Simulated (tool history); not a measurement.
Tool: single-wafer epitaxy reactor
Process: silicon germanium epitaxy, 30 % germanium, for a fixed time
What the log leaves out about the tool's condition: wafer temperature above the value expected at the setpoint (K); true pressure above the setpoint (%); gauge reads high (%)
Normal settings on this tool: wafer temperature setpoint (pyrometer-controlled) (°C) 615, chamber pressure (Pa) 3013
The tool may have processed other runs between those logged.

run   hour  wafer temperature setpoint (pyrometer-controlled) (°C)  chamber pressure (Pa)  wafers since the last listed run  hours since the last pyrometer calibration  hours since the last manometer calibration  hours since the showerhead was replaced  hours since the gauge calibration  read-back reference wafer on the same gauge, thickness_nm  mean film thickness on the monitor wafer (nm)
  1      0                                                     615                   3013                                 0                                      1704.8                                      1108.4                                   4556.4                                266                                                     66.746                                         80.896
  2     33                                                     615                   3013                               410                                      1737.8                                      1141.4                                   4589.4                                299                                                     66.752                                         80.962
  3     46                                                     615                   3013                               161                                      1750.8                                      1154.4                                   4602.4                                312                                                     66.802                                          80.28
  4     76                                                     615                   3013                               373                                      1780.8                                      1184.4                                   4632.4                                342                                                     66.694                                         80.348
  5  107.9                                                     609                   3013                               396                                      1812.7                                      1216.3                                   4664.3                              373.9                                                      66.71                                         74.174
  6  142.8                                                     615                   3013                               434                                      1847.6                                      1251.2                                   4699.2                              408.8                                                     66.688                                         80.799
  7  165.1                                                     615                   3013                               277                                      1869.9                                      1273.5                                   4721.5                              431.1                                                     66.666                                          80.89
  8  184.6                                                     615                   3013                               242                                      1889.4                                        1293                                     4741                              450.6                                                     66.741                                         80.155
  9  197.7                                                     615                   3013                               162                                      1902.5                                      1306.1                                   4754.1                              463.7                                                     66.699                                         81.409
 10  230.5                                                     615                   3013                               408                                      1935.3                                      1338.9                                   4786.9                              496.5                                                     66.654                                         80.505
 11  253.7                                                     615                   3013                               288                                      1958.5                                      1362.1                                   4810.1                              519.7                                                     66.712                                          81.42
 12  288.4                                                     619                   3013                               431                                      1993.2                                      1396.8                                   4844.8                              554.4                                                     66.598                                         85.224
 13  306.9                                                     619                   3013                               230                                      2011.7                                      1415.3                                   4863.3                              572.9                                                      66.73                                         86.144
 14  337.6                                                     619                   3013                               381                                      2042.4                                        1446                                     4894                              603.6                                                     66.667                                           85.9
 15  353.2                                                     615                   3013                               194                                        2058                                      1461.6                                   4909.6                              619.2                                                     66.697                                         81.605
 16  377.9                                                     615                   2746                               307                                      2082.7                                      1486.3                                   4934.3                              643.9                                                     66.768                                         78.611
 17  392.8                                                     615                   3013                               185                                      2097.6                                      1501.2                                   4949.2                              658.8                                                     66.736                                         80.955
     407.5  -- pyrometer calibrated
     440.1  -- capacitance manometer re-zeroed and calibrated
       451  -- showerhead replaced
 18  462.4                                                     623                   3013                               567                                        54.9                                        22.3                                     11.4                              728.4                                                     66.713                                         80.521
 19  479.9                                                     615                   3013                               217                                        72.4                                        39.8                                     28.9                              745.9                                                     66.734                                         71.444
 20  512.7                                                     605                   2453                               408                                       105.2                                        72.6                                     61.7                              778.7                                                     66.719                                         57.265
     530.4  -- gauge calibrated
 21  534.5                                                     619                   3720                               271                                         127                                        94.4                                     83.5                                4.1                                                     66.745                                         81.047
 22  552.6                                                     615                   2320                               225                                       145.1                                       112.5                                    101.6                               22.2                                                      66.73                                         66.198
     585.1  -- pyrometer calibrated, repeated, since the last time left the tool worse
 23  588.3                                                     623                   2680                               344                                         3.2                                       148.2                                    137.3                               57.9                                                     66.754                                         84.728
 24  601.1                                                     619                   3733                               159                                          16                                         161                                    150.1                               70.7                                                     66.656                                         88.462
 25  621.3                                                     607                   2773                               251                                        36.2                                       181.2                                    170.3                               90.9                                                     66.697                                         66.577
 26  650.7                                                     604                   3013                               365                                        65.6                                       210.6                                    199.7                              120.3                                                     66.683                                         64.912
 27  674.4                                                     605                   2386                               294                                        89.3                                       234.3                                    223.4                                144                                                     66.692                                         62.343
 28  710.2                                                     629                   3760                               445                                       125.1                                       270.1                                    259.2                              179.8                                                     66.652                                         103.14
 29  731.8                                                     606                   2573                               268                                       146.7                                       291.7                                    280.8                              201.4                                                     66.665                                          64.68
 30  760.5                                                     623                   3733                               357                                       175.4                                       320.4                                    309.5                              230.1                                                     66.659                                         93.013
 31  775.9                                                     607                   2360                               191                                       190.8                                       335.8                                    324.9                              245.5                                                     66.702                                         63.821
 32  792.2                                                     605                   3013                               202                                       207.1                                       352.1                                    341.2                              261.8                                                     66.682                                          66.84
 33  820.1                                                     615                   3013                               347                                         235                                         380                                    369.1                              289.7                                                     66.673                                         77.233
 34  846.2                                                     615                   3013                               324                                       261.1                                       406.1                                    395.2                              315.8                                                     66.659                                         77.181

For some of the steps in mean film thickness on the monitor wafer (nm) from one run to the next: how much would appear even if the tool had no hidden state, given the settings, what came in and random variation, and how much remains for the hidden state plus any gauge scatter that the measured result and the result without hidden state don't share?
Run 17 -> 18: wafer temperature setpoint (pyrometer-controlled) (°C) 615 -> 623, pyrometer calibrated, capacitance manometer re-zeroed and calibrated, showerhead replaced. mean film thickness on the monitor wafer (nm) -0.434: hidden state -10.612, all else +10.178.
Run 20 -> 21: wafer temperature setpoint (pyrometer-controlled) (°C) 605 -> 619, chamber pressure (Pa) 2453 -> 3720, gauge calibrated. mean film thickness on the monitor wafer (nm) +23.782: hidden state -1.845, all else +25.627.
Run 22 -> 23: wafer temperature setpoint (pyrometer-controlled) (°C) 615 -> 623, chamber pressure (Pa) 2320 -> 2680, pyrometer calibrated, repeated, since the last time left the tool worse. mean film thickness on the monitor wafer (nm) +18.53: hidden state +5.489, all else +13.041.
Run 27 -> 28: wafer temperature setpoint (pyrometer-controlled) (°C) 605 -> 629, chamber pressure (Pa) 2386 -> 3760. mean film thickness on the monitor wafer (nm) +40.797: hidden state +0.076, all else +40.721.
Run 28 -> 29: wafer temperature setpoint (pyrometer-controlled) (°C) 629 -> 606, chamber pressure (Pa) 3760 -> 2573. mean film thickness on the monitor wafer (nm) -38.46: hidden state +0.002, all else -38.462.
Run 30 -> 31: wafer temperature setpoint (pyrometer-controlled) (°C) 623 -> 607, chamber pressure (Pa) 3733 -> 2360. mean film thickness on the monitor wafer (nm) -29.192: hidden state -0.028, all else -29.164.
